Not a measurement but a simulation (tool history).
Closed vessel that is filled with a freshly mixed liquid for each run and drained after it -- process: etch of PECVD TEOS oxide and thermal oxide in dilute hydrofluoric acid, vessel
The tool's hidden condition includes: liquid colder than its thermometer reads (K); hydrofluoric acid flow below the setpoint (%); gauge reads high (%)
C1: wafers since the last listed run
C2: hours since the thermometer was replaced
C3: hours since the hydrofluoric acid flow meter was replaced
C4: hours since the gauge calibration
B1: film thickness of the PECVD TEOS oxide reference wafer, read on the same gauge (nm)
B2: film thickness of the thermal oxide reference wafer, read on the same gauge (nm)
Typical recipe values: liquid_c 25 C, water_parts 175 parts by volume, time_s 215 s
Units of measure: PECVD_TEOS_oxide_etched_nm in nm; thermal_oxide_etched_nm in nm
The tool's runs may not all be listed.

{"run": 1, "day": 0.0, "liquid_c": 25, "water_parts": 175, "time_s": 215, "C1": 0, "C2": 2146.2, "C3": 1036.9, "C4": 243.7, "B1": 101.26, "B2": 60.72, "PECVD_TEOS_oxide_etched_nm": 14.88, "thermal_oxide_etched_nm": 5.4}
{"run": 2, "day": 2.862, "liquid_c": 25, "water_parts": 175, "time_s": 215, "C1": 6591, "C2": 2214.9, "C3": 1105.6, "C4": 312.4, "B1": 101.54, "B2": 60.91, "PECVD_TEOS_oxide_etched_nm": 14.94, "thermal_oxide_etched_nm": 5.39}
{"run": 3, "day": 4.058, "liquid_c": 25, "water_parts": 175, "time_s": 215, "C1": 2753, "C2": 2243.6, "C3": 1134.3, "C4": 341.1, "B1": 101.65, "B2": 61, "PECVD_TEOS_oxide_etched_nm": 14.84, "thermal_oxide_etched_nm": 5.5}
{"run": 4, "day": 6.892, "liquid_c": 25, "water_parts": 175, "time_s": 215, "C1": 6524, "C2": 2311.6, "C3": 1202.3, "C4": 409.1, "B1": 101.93, "B2": 61.14, "PECVD_TEOS_oxide_etched_nm": 14.93, "thermal_oxide_etched_nm": 5.43}
{"run": 5, "day": 8.442, "liquid_c": 25, "water_parts": 175, "time_s": 215, "C1": 3569, "C2": 2348.8, "C3": 1239.5, "C4": 446.3, "B1": 102.07, "B2": 61.2, "PECVD_TEOS_oxide_etched_nm": 14.96, "thermal_oxide_etched_nm": 5.46}
{"run": 6, "day": 10.475, "liquid_c": 25, "water_parts": 175, "time_s": 215, "C1": 4682, "C2": 2397.6, "C3": 1288.3, "C4": 495.1, "B1": 102.26, "B2": 61.37, "PECVD_TEOS_oxide_etched_nm": 15.03, "thermal_oxide_etched_nm": 5.46}
{"run": 7, "day": 11.638, "liquid_c": 25, "water_parts": 175, "time_s": 215, "C1": 2677, "C2": 2425.5, "C3": 1316.2, "C4": 523, "B1": 102.33, "B2": 61.4, "PECVD_TEOS_oxide_etched_nm": 14.96, "thermal_oxide_etched_nm": 5.54}
{"run": 8, "day": 13.212, "liquid_c": 25, "water_parts": 175, "time_s": 215, "C1": 3626, "C2": 2463.3, "C3": 1354, "C4": 560.8, "B1": 102.49, "B2": 61.52, "PECVD_TEOS_oxide_etched_nm": 15.01, "thermal_oxide_etched_nm": 5.49}
{"run": 9, "day": 16.15, "liquid_c": 25, "water_parts": 175, "time_s": 215, "C1": 6764, "C2": 2533.8, "C3": 1424.5, "C4": 631.3, "B1": 102.79, "B2": 61.69, "PECVD_TEOS_oxide_etched_nm": 15.24, "thermal_oxide_etched_nm": 5.52}
{"run": 10, "day": 19.125, "liquid_c": 25, "water_parts": 175, "time_s": 215, "C1": 6850, "C2": 2605.2, "C3": 1495.9, "C4": 702.7, "B1": 103.08, "B2": 61.8, "PECVD_TEOS_oxide_etched_nm": 15.15, "thermal_oxide_etched_nm": 5.57}
{"day": 22.758, "done": "hydrofluoric acid flow meter replaced"}
{"run": 11, "day": 23.292, "liquid_c": 25, "water_parts": 175, "time_s": 215, "C1": 9499, "C2": 2705.2, "C3": 12.8, "C4": 802.7, "B1": 103.48, "B2": 62.08, "PECVD_TEOS_oxide_etched_nm": 15.13, "thermal_oxide_etched_nm": 5.62}
{"run": 12, "day": 24.446, "liquid_c": 25, "water_parts": 175, "time_s": 215, "C1": 2657, "C2": 2732.9, "C3": 40.5, "C4": 830.4, "B1": 103.56, "B2": 62.19, "PECVD_TEOS_oxide_etched_nm": 15.18, "thermal_oxide_etched_nm": 5.53}
{"run": 13, "day": 26.8, "liquid_c": 25, "water_parts": 175, "time_s": 215, "C1": 5421, "C2": 2789.4, "C3": 97, "C4": 886.9, "B1": 103.82, "B2": 62.29, "PECVD_TEOS_oxide_etched_nm": 15.18, "thermal_oxide_etched_nm": 5.54}
{"run": 14, "day": 29.792, "liquid_c": 25, "water_parts": 175, "time_s": 215, "C1": 6889, "C2": 2861.2, "C3": 168.8, "C4": 958.7, "B1": 104.1, "B2": 62.45, "PECVD_TEOS_oxide_etched_nm": 15.29, "thermal_oxide_etched_nm": 5.6}
{"run": 15, "day": 31.625, "liquid_c": 25, "water_parts": 175, "time_s": 215, "C1": 4221, "C2": 2905.2, "C3": 212.8, "C4": 1002.7, "B1": 104.28, "B2": 62.6, "PECVD_TEOS_oxide_etched_nm": 15.18, "thermal_oxide_etched_nm": 5.61}
{"run": 16, "day": 33.833, "liquid_c": 25, "water_parts": 175, "time_s": 215, "C1": 5085, "C2": 2958.2, "C3": 265.8, "C4": 1055.7, "B1": 104.5, "B2": 62.65, "PECVD_TEOS_oxide_etched_nm": 15.37, "thermal_oxide_etched_nm": 5.58}
{"day": 33.896, "done": "thermometer replaced"}
{"day": 34.912, "done": "gauge calibrated"}
{"run": 17, "day": 36.462, "liquid_c": 25, "water_parts": 175, "time_s": 260, "C1": 5958, "C2": 61.6, "C3": 328.9, "C4": 37.2, "B1": 100.85, "B2": 60.46, "PECVD_TEOS_oxide_etched_nm": 17.88, "thermal_oxide_etched_nm": 6.6}
{"run": 18, "day": 39.171, "liquid_c": 25, "water_parts": 175, "time_s": 215, "C1": 6236, "C2": 126.6, "C3": 393.9, "C4": 102.2, "B1": 101.07, "B2": 60.61, "PECVD_TEOS_oxide_etched_nm": 14.81, "thermal_oxide_etched_nm": 5.43}
{"run": 19, "day": 41.542, "liquid_c": 25, "water_parts": 255, "time_s": 215, "C1": 5459, "C2": 183.5, "C3": 450.8, "C4": 159.1, "B1": 101.29, "B2": 60.78, "PECVD_TEOS_oxide_etched_nm": 9.27, "thermal_oxide_etched_nm": 3.4}
{"run": 20, "day": 44.312, "liquid_c": 25, "water_parts": 265, "time_s": 330, "C1": 6380, "C2": 250, "C3": 517.3, "C4": 225.6, "B1": 101.56, "B2": 60.93, "PECVD_TEOS_oxide_etched_nm": 13.7, "thermal_oxide_etched_nm": 5}
{"run": 21, "day": 46.433, "liquid_c": 25, "water_parts": 175, "time_s": 215, "C1": 4883, "C2": 300.9, "C3": 568.2, "C4": 276.5, "B1": 101.79, "B2": 61.07, "PECVD_TEOS_oxide_etched_nm": 14.75, "thermal_oxide_etched_nm": 5.42}

The next listed run, before its measurement:
{"run": 22, "day": 49.321, "liquid_c": 30, "water_parts": 175, "time_s": 150, "C1": 6649, "C2": 370.2, "C3": 637.5, "C4": 345.8, "B1": "?", "B2": "?", "PECVD_TEOS_oxide_etched_nm": "?", "thermal_oxide_etched_nm": "?"}

{"run 22": {"B1": 102.07, "B2": 61.22, "PECVD_TEOS_oxide_etched_nm": 12.39, "thermal_oxide_etched_nm": 4.54}}
Minus the tool's unlogged condition, the same run would have read PECVD_TEOS_oxide_etched_nm 12.14 nm, thermal_oxide_etched_nm 4.45 nm.
